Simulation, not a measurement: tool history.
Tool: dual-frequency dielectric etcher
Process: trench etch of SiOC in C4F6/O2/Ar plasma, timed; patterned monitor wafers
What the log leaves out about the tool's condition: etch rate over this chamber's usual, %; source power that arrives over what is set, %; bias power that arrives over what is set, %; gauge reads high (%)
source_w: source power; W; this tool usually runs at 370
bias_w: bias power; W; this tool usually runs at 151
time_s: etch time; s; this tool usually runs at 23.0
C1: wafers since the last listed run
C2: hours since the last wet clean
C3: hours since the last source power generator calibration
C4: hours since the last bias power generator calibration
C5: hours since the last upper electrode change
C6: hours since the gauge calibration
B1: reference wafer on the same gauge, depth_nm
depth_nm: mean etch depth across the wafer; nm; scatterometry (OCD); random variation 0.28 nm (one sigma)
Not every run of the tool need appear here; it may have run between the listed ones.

Run 1, hour 0.0: usual settings; C1 0; C2 75.9; C3 1728.6; C4 0.5; C5 1423.0; C6 1252.0; B1 51.50. Result: depth_nm 44.36 nm.
Run 2, hour 68.8: usual settings; C1 1526; C2 144.7; C3 1797.4; C4 69.3; C5 1491.8; C6 1320.8; B1 51.47. Result: depth_nm 44.65 nm.
Run 3, hour 105.6: usual settings but bias_w 128 W; C1 816; C2 181.5; C3 1834.2; C4 106.1; C5 1528.6; C6 1357.6; B1 51.44. Result: depth_nm 41.14 nm.
Run 4, hour 165.4: usual settings but bias_w 128 W; C1 1326; C2 241.3; C3 1894.0; C4 165.9; C5 1588.4; C6 1417.4; B1 51.41. Result: depth_nm 41.48 nm.
At hour 231.1: gauge calibrated.
Run 5, hour 236.1: usual settings; C1 1568; C2 312.0; C3 1964.7; C4 236.6; C5 1659.1; C6 5.0; B1 51.24. Result: depth_nm 45.70 nm.
Run 6, hour 303.2: usual settings; C1 1488; C2 379.1; C3 2031.8; C4 303.7; C5 1726.2; C6 72.1; B1 51.24. Result: depth_nm 46.27 nm.
Run 7, hour 374.4: usual settings but source_w 400 W, bias_w 174 W, time_s 18.5 s; C1 1579; C2 450.3; C3 2103.0; C4 374.9; C5 1797.4; C6 143.3; B1 51.50. Result: depth_nm 41.33 nm.
Run 8, hour 410.8: usual settings; C1 807; C2 486.7; C3 2139.4; C4 411.3; C5 1833.8; C6 179.7; B1 51.46. Result: depth_nm 46.35 nm.
At hour 456.1: source power generator calibrated.
Run 9, hour 456.6: usual settings but bias_w 178 W; C1 927; C2 532.5; C3 0.5; C4 457.1; C5 1879.6; C6 225.5; B1 51.40. Result: depth_nm 50.55 nm.
At hour 505.4: wet clean of the chamber.
Run 10, hour 515.0: usual settings but source_w 450 W, bias_w 132 W; C1 763; C2 9.6; C3 58.9; C4 515.5; C5 1938.0; C6 283.9; B1 51.43. Result: depth_nm 45.76 nm.
Run 11, hour 541.1: usual settings but source_w 420 W, bias_w 185 W, time_s 21.0 s; C1 578; C2 35.7; C3 85.0; C4 541.6; C5 1964.1; C6 310.0; B1 51.26. Result: depth_nm 47.19 nm.
Run 12, hour 576.2: usual settings but source_w 430 W, bias_w 178 W, time_s 21.0 s; C1 778; C2 70.8; C3 120.1; C4 576.7; C5 1999.2; C6 345.1; B1 51.55. Result: depth_nm 47.81 nm.
Run 13, hour 629.5: usual settings but bias_w 119 W; C1 1182; C2 124.1; C3 173.4; C4 630.0; C5 2052.5; C6 398.4; B1 51.30. Result: depth_nm 39.90 nm.
Run 14, hour 667.2: usual settings but time_s 29.0 s; C1 836; C2 161.8; C3 211.1; C4 667.7; C5 2090.2; C6 436.1; B1 51.26. Result: depth_nm 57.25 nm.
Run 15, hour 781.8: usual settings but source_w 310 W, bias_w 118 W, time_s 26.5 s; C1 2542; C2 276.4; C3 325.7; C4 782.3; C5 2204.8; C6 550.7; B1 51.47. Result: depth_nm 43.12 nm.
At hour 849.8: upper electrode replaced.
Run 16, hour 850.3: usual settings but source_w 320 W, bias_w 175 W, time_s 20.5 s; C1 987; C2 344.9; C3 394.2; C4 850.8; C5 0.5; C6 619.2; B1 51.38. Result: depth_nm 41.23 nm.
Run 17, hour 888.4: usual settings but source_w 280 W, bias_w 166 W, time_s 16.5 s; C1 845; C2 383.0; C3 432.3; C4 888.9; C5 38.6; C6 657.3; B1 51.32. Result: depth_nm 30.62 nm.
Run 18, hour 914.4: usual settings but bias_w 183 W; C1 576; C2 409.0; C3 458.3; C4 914.9; C5 64.6; C6 683.3; B1 51.48. Result: depth_nm 51.19 nm.
At hour 999.5: wet clean of the chamber.
Run 19, hour 1000.0: usual settings but source_w 290 W; C1 1366; C2 0.5; C3 543.9; C4 1000.5; C5 150.2; C6 768.9; B1 51.38. Result: depth_nm 39.69 nm.
Run 20, hour 1050.4: usual settings but source_w 310 W, bias_w 168 W; C1 1118; C2 50.9; C3 594.3; C4 1050.9; C5 200.6; C6 819.3; B1 51.46. Result: depth_nm 43.55 nm.
Run 21, hour 1083.4: usual settings; C1 732; C2 83.9; C3 627.3; C4 1083.9; C5 233.6; C6 852.3; B1 51.54. Result: depth_nm 45.16 nm.
Run 22, hour 1146.0: usual settings but source_w 290 W, time_s 30.0 s; C1 1388; C2 146.5; C3 689.9; C4 1146.5; C5 296.2; C6 914.9; B1 51.28. Result: depth_nm 52.46 nm.
Run 23, hour 1207.2: usual settings; C1 1357; C2 207.7; C3 751.1; C4 1207.7; C5 357.4; C6 976.1; B1 51.44. Result: depth_nm 45.89 nm.
Run 24, hour 1253.2: usual settings but source_w 420 W, bias_w 130 W; C1 1020; C2 253.7; C3 797.1; C4 1253.7; C5 403.4; C6 1022.1; B1 51.49. Result: depth_nm 45.46 nm.
Run 25, hour 1292.6: usual settings but source_w 340 W, time_s 25.0 s; C1 874; C2 293.1; C3 836.5; C4 1293.1; C5 442.8; C6 1061.5; B1 51.37. Result: depth_nm 48.23 nm.
Run 26, hour 1348.9: usual settings; C1 1248; C2 349.4; C3 892.8; C4 1349.4; C5 499.1; C6 1117.8; B1 51.59. Result: depth_nm 46.07 nm.
Run 27, hour 1402.9: usual settings but bias_w 176 W, time_s 29.5 s; C1 1197; C2 403.4; C3 946.8; C4 1403.4; C5 553.1; C6 1171.8; B1 51.46. Result: depth_nm 63.85 nm.
Run 28, hour 1454.3: usual settings but source_w 350 W, bias_w 128 W, time_s 16.0 s; C1 1140; C2 454.8; C3 998.2; C4 1454.8; C5 604.5; C6 1223.2; B1 51.44. Result: depth_nm 29.04 nm.
Run 29, hour 1505.0: usual settings but source_w 280 W, bias_w 115 W, time_s 25.5 s; C1 1124; C2 505.5; C3 1048.9; C4 1505.5; C5 655.2; C6 1273.9; B1 51.30. Result: depth_nm 39.28 nm.
Run 30, hour 1553.1: usual settings but source_w 350 W, bias_w 120 W, time_s 18.0 s; C1 1067; C2 553.6; C3 1097.0; C4 1553.6; C5 703.3; C6 1322.0; B1 51.44. Result: depth_nm 31.75 nm.

What if the next run were any one of these 4? Each begins from the tool's condition after run 30:
Run A, hour 1553.5: usual settings but source_w 440 W; C1 8; C2 554.0; C3 1097.4; C4 1554.0; C5 703.7; C6 1322.4; B1 ?. Result: depth_nm ?.
Run B, hour 1553.5: usual settings but bias_w 136 W; C1 8; C2 554.0; C3 1097.4; C4 1554.0; C5 703.7; C6 1322.4; B1 ?. Result: depth_nm ?.
Run C, hour 1553.5: usual settings but source_w 420 W, bias_w 128 W, time_s 27.0 s; C1 8; C2 554.0; C3 1097.4; C4 1554.0; C5 703.7; C6 1322.4; B1 ?. Result: depth_nm ?.
Run D, hour 1553.5: usual settings but source_w 400 W, bias_w 183 W, time_s 18.0 s; C1 8; C2 554.0; C3 1097.4; C4 1554.0; C5 703.7; C6 1322.4; B1 ?. Result: depth_nm ?.

run     B1  depth_nm
  A  51.39     50.65
  B  51.39     44.46
  C  51.39     53.66
  D  51.39     41.62
Without the tool's hidden state the same runs would have given:
run  depth_nm
  A     48.02
  B     42.15
  C     50.87
  D     39.46
